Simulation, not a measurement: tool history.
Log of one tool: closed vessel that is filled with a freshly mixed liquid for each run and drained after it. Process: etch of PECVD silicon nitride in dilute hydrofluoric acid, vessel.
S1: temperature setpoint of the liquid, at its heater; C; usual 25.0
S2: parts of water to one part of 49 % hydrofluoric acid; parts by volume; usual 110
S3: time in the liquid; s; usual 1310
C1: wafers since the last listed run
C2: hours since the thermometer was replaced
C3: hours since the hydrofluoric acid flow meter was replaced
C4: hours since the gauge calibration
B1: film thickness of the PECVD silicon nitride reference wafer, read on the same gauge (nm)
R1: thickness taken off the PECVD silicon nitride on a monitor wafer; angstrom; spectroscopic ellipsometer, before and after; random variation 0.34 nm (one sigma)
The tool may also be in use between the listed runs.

{"run": 1, "hour": 0.0, "S1": 25.0, "S2": 150, "S3": 1310, "C1": 0, "C2": 1163.2, "C3": 1051.9, "C4": 271.6, "B1": 139.99, "R1": 351.4}
{"run": 2, "hour": 14.3, "S1": 25.0, "S2": 150, "S3": 1310, "C1": 799, "C2": 1177.5, "C3": 1066.2, "C4": 285.9, "B1": 139.99, "R1": 353.9}
{"run": 3, "hour": 23.7, "S1": 25.0, "S2": 110, "S3": 1310, "C1": 525, "C2": 1186.9, "C3": 1075.6, "C4": 295.3, "B1": 140.01, "R1": 472.5}
{"run": 4, "hour": 61.2, "S1": 25.0, "S2": 110, "S3": 1310, "C1": 2096, "C2": 1224.4, "C3": 1113.1, "C4": 332.8, "B1": 139.98, "R1": 485.8}
{"hour": 77.2, "done": "gauge calibrated"}
{"run": 5, "hour": 78.3, "S1": 25.0, "S2": 95, "S3": 1310, "C1": 956, "C2": 1241.5, "C3": 1130.2, "C4": 1.1, "B1": 139.99, "R1": 555.1}
{"run": 6, "hour": 93.3, "S1": 25.0, "S2": 95, "S3": 1310, "C1": 838, "C2": 1256.5, "C3": 1145.2, "C4": 16.1, "B1": 140.0, "R1": 557.6}
{"hour": 94.4, "done": "thermometer replaced"}
{"run": 7, "hour": 105.4, "S1": 25.0, "S2": 110, "S3": 1310, "C1": 620, "C2": 11.0, "C3": 1157.3, "C4": 28.2, "B1": 139.99, "R1": 409.2}
{"run": 8, "hour": 117.1, "S1": 25.0, "S2": 110, "S3": 1310, "C1": 654, "C2": 22.7, "C3": 1169.0, "C4": 39.9, "B1": 140.01, "R1": 411.5}
{"run": 9, "hour": 123.9, "S1": 22.0, "S2": 165, "S3": 975, "C1": 380, "C2": 29.5, "C3": 1175.8, "C4": 46.7, "B1": 140.0, "R1": 171.2}
{"run": 10, "hour": 140.5, "S1": 29.0, "S2": 110, "S3": 1310, "C1": 928, "C2": 46.1, "C3": 1192.4, "C4": 63.3, "B1": 139.99, "R1": 539.3}
{"run": 11, "hour": 151.6, "S1": 25.0, "S2": 85, "S3": 1310, "C1": 620, "C2": 57.2, "C3": 1203.5, "C4": 74.4, "B1": 139.98, "R1": 550.2}
{"hour": 158.7, "done": "hydrofluoric acid flow meter replaced"}
{"run": 12, "hour": 166.1, "S1": 25.0, "S2": 95, "S3": 775, "C1": 754, "C2": 71.7, "C3": 7.4, "C4": 88.9, "B1": 140.0, "R1": 251.9}
{"run": 13, "hour": 177.6, "S1": 22.5, "S2": 80, "S3": 1310, "C1": 643, "C2": 83.2, "C3": 18.9, "C4": 100.4, "B1": 139.97, "R1": 428.8}
{"run": 14, "hour": 188.7, "S1": 25.0, "S2": 110, "S3": 1310, "C1": 620, "C2": 94.3, "C3": 30.0, "C4": 111.5, "B1": 140.02, "R1": 370.1}
{"run": 15, "hour": 196.0, "S1": 25.0, "S2": 110, "S3": 1310, "C1": 408, "C2": 101.6, "C3": 37.3, "C4": 118.8, "B1": 140.01, "R1": 369.8}
{"run": 16, "hour": 207.6, "S1": 20.5, "S2": 160, "S3": 1310, "C1": 648, "C2": 113.2, "C3": 48.9, "C4": 130.4, "B1": 139.98, "R1": 192.4}
{"run": 17, "hour": 219.2, "S1": 29.5, "S2": 65, "S3": 1750, "C1": 648, "C2": 124.8, "C3": 60.5, "C4": 142.0, "B1": 140.0, "R1": 1134.9}
{"run": 18, "hour": 235.9, "S1": 28.5, "S2": 165, "S3": 820, "C1": 933, "C2": 141.5, "C3": 77.2, "C4": 158.7, "B1": 140.01, "R1": 194.2}
{"run": 19, "hour": 245.5, "S1": 22.0, "S2": 75, "S3": 1985, "C1": 536, "C2": 151.1, "C3": 86.8, "C4": 168.3, "B1": 139.99, "R1": 677.4}
{"run": 20, "hour": 253.8, "S1": 26.5, "S2": 60, "S3": 555, "C1": 464, "C2": 159.4, "C3": 95.1, "C4": 176.6, "B1": 140.03, "R1": 325.4}
{"run": 21, "hour": 265.8, "S1": 25.0, "S2": 75, "S3": 1310, "C1": 670, "C2": 171.4, "C3": 107.1, "C4": 188.6, "B1": 140.0, "R1": 556.6}
{"run": 22, "hour": 274.6, "S1": 25.0, "S2": 110, "S3": 1310, "C1": 492, "C2": 180.2, "C3": 115.9, "C4": 197.4, "B1": 140.0, "R1": 378.0}
{"run": 23, "hour": 285.9, "S1": 20.5, "S2": 55, "S3": 1900, "C1": 631, "C2": 191.5, "C3": 127.2, "C4": 208.7, "B1": 140.01, "R1": 813.2}
{"run": 24, "hour": 292.9, "S1": 22.0, "S2": 95, "S3": 1525, "C1": 391, "C2": 198.5, "C3": 134.2, "C4": 215.7, "B1": 140.02, "R1": 418.7}
{"run": 25, "hour": 303.8, "S1": 25.0, "S2": 110, "S3": 1310, "C1": 609, "C2": 209.4, "C3": 145.1, "C4": 226.6, "B1": 139.99, "R1": 385.6}
{"run": 26, "hour": 318.3, "S1": 25.0, "S2": 110, "S3": 1310, "C1": 810, "C2": 223.9, "C3": 159.6, "C4": 241.1, "B1": 140.0, "R1": 388.8}
{"run": 27, "hour": 327.7, "S1": 25.0, "S2": 95, "S3": 775, "C1": 525, "C2": 233.3, "C3": 169.0, "C4": 250.5, "B1": 140.0, "R1": 264.2}
{"run": 28, "hour": 372.9, "S1": 25.0, "S2": 150, "S3": 1030, "C1": 2527, "C2": 278.5, "C3": 214.2, "C4": 295.7, "B1": 140.02, "R1": 227.2}
{"run": 29, "hour": 385.5, "S1": 23.5, "S2": 80, "S3": 1310, "C1": 704, "C2": 291.1, "C3": 226.8, "C4": 308.3, "B1": 139.99, "R1": 483.3}
{"run": 30, "hour": 397.6, "S1": 25.0, "S2": 145, "S3": 1680, "C1": 676, "C2": 303.2, "C3": 238.9, "C4": 320.4, "B1": 139.98, "R1": 383.8}
{"run": 31, "hour": 413.2, "S1": 25.0, "S2": 110, "S3": 1310, "C1": 872, "C2": 318.8, "C3": 254.5, "C4": 336.0, "B1": 139.99, "R1": 397.3}
{"run": 32, "hour": 421.8, "S1": 25.0, "S2": 110, "S3": 830, "C1": 480, "C2": 327.4, "C3": 263.1, "C4": 344.6, "B1": 139.99, "R1": 249.0}

The tool's hidden state at each run:
gauge reads high (%): 0 in every run
H1: liquid hotter than its thermometer reads (K)
H2: hydrofluoric acid flow above the setpoint (%)
run=1 H1=2.67 H2=13.4
run=2 H1=2.7 H2=13.6
run=3 H1=2.72 H2=13.7
run=4 H1=2.8 H2=14.1
run=5 H1=2.84 H2=14.2
run=6 H1=2.87 H2=14.4
run=7 H1=0.429 H2=14.5
run=8 H1=0.455 H2=14.6
run=9 H1=0.469 H2=14.7
run=10 H1=0.505 H2=14.9
run=11 H1=0.529 H2=15
run=12 H1=0.561 H2=1.04
run=13 H1=0.586 H2=1.16
run=14 H1=0.61 H2=1.28
run=15 H1=0.626 H2=1.36
run=16 H1=0.651 H2=1.48
run=17 H1=0.676 H2=1.6
run=18 H1=0.712 H2=1.77
run=19 H1=0.733 H2=1.87
run=20 H1=0.751 H2=1.96
run=21 H1=0.777 H2=2.09
run=22 H1=0.796 H2=2.18
run=23 H1=0.821 H2=2.3
run=24 H1=0.836 H2=2.37
run=25 H1=0.86 H2=2.48
run=26 H1=0.891 H2=2.64
run=27 H1=0.912 H2=2.73
run=28 H1=1.01 H2=3.21
run=29 H1=1.04 H2=3.34
run=30 H1=1.06 H2=3.46
run=31 H1=1.1 H2=3.63
run=32 H1=1.12 H2=3.72
